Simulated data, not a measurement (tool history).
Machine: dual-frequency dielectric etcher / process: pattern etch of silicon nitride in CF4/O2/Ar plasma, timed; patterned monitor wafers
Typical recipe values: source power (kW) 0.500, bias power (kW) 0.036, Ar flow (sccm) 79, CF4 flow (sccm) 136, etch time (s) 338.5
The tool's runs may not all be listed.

| run | hour | source power (kW) | bias power (kW) | Ar flow (sccm) | CF4 flow (sccm) | etch time (s) | wafers since the last listed run | hours since the last wet clean | hours since the last source power generator calibration | hours since the last bias power generator calibration | hours since the last Ar flow controller change | hours since the last CF4 flow controller change | hours since the last upper electrode change | hours since the gauge calibration | read-back reference wafer on the same gauge, depth_nm | mean etch depth across the wafer (Å) |
|---|---|---|---|---|---|---|---|---|---|---|---|---|---|---|---|---|
| 1 | 0.0 | 0.500 | 0.036 | 79 | 136 | 338.5 | 0 | 52.7 | 2565.7 | 51.7 | 2616.3 | 1477.6 | 5391.2 | 293.1 | 538.3 | 5404 |
| 2 | 25.9 | 0.500 | 0.036 | 79 | 136 | 338.5 | 102 | 78.6 | 2591.6 | 77.6 | 2642.2 | 1503.5 | 5417.1 | 319.0 | 537.9 | 5433 |
|  | 70.5 | source power generator calibrated |
| 3 | 100.3 | 0.500 | 0.036 | 79 | 136 | 256.5 | 278 | 153.0 | 29.8 | 152.0 | 2716.6 | 1577.9 | 5491.5 | 393.4 | 538.4 | 4466 |
| 4 | 129.8 | 0.500 | 0.036 | 79 | 136 | 338.5 | 116 | 182.5 | 59.3 | 181.5 | 2746.1 | 1607.4 | 5521.0 | 422.9 | 538.2 | 5924 |
| 5 | 165.7 | 0.500 | 0.036 | 79 | 136 | 281.5 | 142 | 218.4 | 95.2 | 217.4 | 2782.0 | 1643.3 | 5556.9 | 458.8 | 538.1 | 4943 |
|  | 169.0 | gauge calibrated |
| 6 | 187.0 | 0.500 | 0.036 | 87 | 156 | 369.0 | 84 | 239.7 | 116.5 | 238.7 | 2803.3 | 1664.6 | 5578.2 | 18.0 | 537.8 | 6489 |
|  | 200.9 | source power generator calibrated, repeated, since the last time left the tool worse |
|  | 206.2 | CF4 flow controller replaced |
|  | 216.1 | upper electrode replaced |
| 7 | 216.6 | 0.500 | 0.029 | 79 | 105 | 279.0 | 41 | 269.3 | 15.7 | 268.3 | 2832.9 | 10.4 | 0.5 | 47.6 | 538.1 | 4069 |
| 8 | 225.0 | 0.500 | 0.036 | 60 | 136 | 277.5 | 33 | 277.7 | 24.1 | 276.7 | 2841.3 | 18.8 | 8.9 | 56.0 | 537.4 | 4719 |
| 9 | 243.4 | 0.580 | 0.036 | 79 | 136 | 338.5 | 72 | 296.1 | 42.5 | 295.1 | 2859.7 | 37.2 | 27.3 | 74.4 | 537.5 | 6454 |
| 10 | 279.0 | 0.500 | 0.036 | 95 | 136 | 338.5 | 141 | 331.7 | 78.1 | 330.7 | 2895.3 | 72.8 | 62.9 | 110.0 | 537.6 | 5543 |
| 11 | 295.8 | 0.500 | 0.036 | 98 | 136 | 338.5 | 66 | 348.5 | 94.9 | 347.5 | 2912.1 | 89.6 | 79.7 | 126.8 | 537.9 | 5498 |
| 12 | 309.6 | 0.500 | 0.036 | 60 | 165 | 338.5 | 54 | 362.3 | 108.7 | 361.3 | 2925.9 | 103.4 | 93.5 | 140.6 | 538.2 | 5834 |
|  | 316.8 | Ar flow controller replaced |
| 13 | 343.4 | 0.500 | 0.033 | 79 | 136 | 338.5 | 110 | 396.1 | 142.5 | 395.1 | 26.6 | 137.2 | 127.3 | 174.4 | 537.8 | 5380 |
| 14 | 377.4 | 0.460 | 0.032 | 79 | 136 | 420.5 | 134 | 430.1 | 176.5 | 429.1 | 60.6 | 171.2 | 161.3 | 208.4 | 538.1 | 6072 |
|  | 422.4 | wet clean of the chamber |
| 15 | 422.9 | 0.500 | 0.028 | 63 | 136 | 338.5 | 85 | 0.5 | 222.0 | 474.6 | 106.1 | 216.7 | 206.8 | 253.9 | 537.8 | 5046 |
| 16 | 424.5 | 0.610 | 0.041 | 79 | 170 | 308.5 | 6 | 2.1 | 223.6 | 476.2 | 107.7 | 218.3 | 208.4 | 255.5 | 538.1 | 6599 |
| 17 | 459.2 | 0.500 | 0.033 | 70 | 136 | 258.0 | 137 | 36.8 | 258.3 | 510.9 | 142.4 | 253.0 | 243.1 | 290.2 | 537.6 | 4130 |
| 18 | 484.8 | 0.500 | 0.036 | 79 | 136 | 338.5 | 101 | 62.4 | 283.9 | 536.5 | 168.0 | 278.6 | 268.7 | 315.8 | 537.9 | 5557 |
| 19 | 499.5 | 0.610 | 0.030 | 68 | 107 | 338.5 | 58 | 77.1 | 298.6 | 551.2 | 182.7 | 293.3 | 283.4 | 330.5 | 538.1 | 6093 |
| 20 | 529.8 | 0.500 | 0.036 | 79 | 136 | 338.5 | 120 | 107.4 | 328.9 | 581.5 | 213.0 | 323.6 | 313.7 | 360.8 | 537.9 | 5569 |
| 21 | 554.9 | 0.450 | 0.036 | 79 | 136 | 375.0 | 99 | 132.5 | 354.0 | 606.6 | 238.1 | 348.7 | 338.8 | 385.9 | 538.0 | 5592 |

List, for all runs, the conditions of the tool that the log does not record:
etch rate over this chamber's usual, %: 0 in every run
bias power that arrives over what is set, %: 0 in every run
Ar flow that arrives over what is set, %: 0 in every run
CF4 flow that arrives over what is set, %: 0 in every run
gauge reads high (%): 0 in every run
H1: source power that arrives over what is set, %
| run | H1 |
|---|---|
| 1 | -3.71 |
| 2 | -3.72 |
| 3 | 6.39 |
| 4 | 6.28 |
| 5 | 6.15 |
| 6 | 6.07 |
| 7 | 0.205 |
| 8 | 0.172 |
| 9 | 0.1 |
| 10 | -0.0348 |
| 11 | -0.0967 |
| 12 | -0.147 |
| 13 | -0.267 |
| 14 | -0.383 |
| 15 | -0.533 |
| 16 | -0.538 |
| 17 | -0.647 |
| 18 | -0.725 |
| 19 | -0.769 |
| 20 | -0.858 |
| 21 | -0.93 |

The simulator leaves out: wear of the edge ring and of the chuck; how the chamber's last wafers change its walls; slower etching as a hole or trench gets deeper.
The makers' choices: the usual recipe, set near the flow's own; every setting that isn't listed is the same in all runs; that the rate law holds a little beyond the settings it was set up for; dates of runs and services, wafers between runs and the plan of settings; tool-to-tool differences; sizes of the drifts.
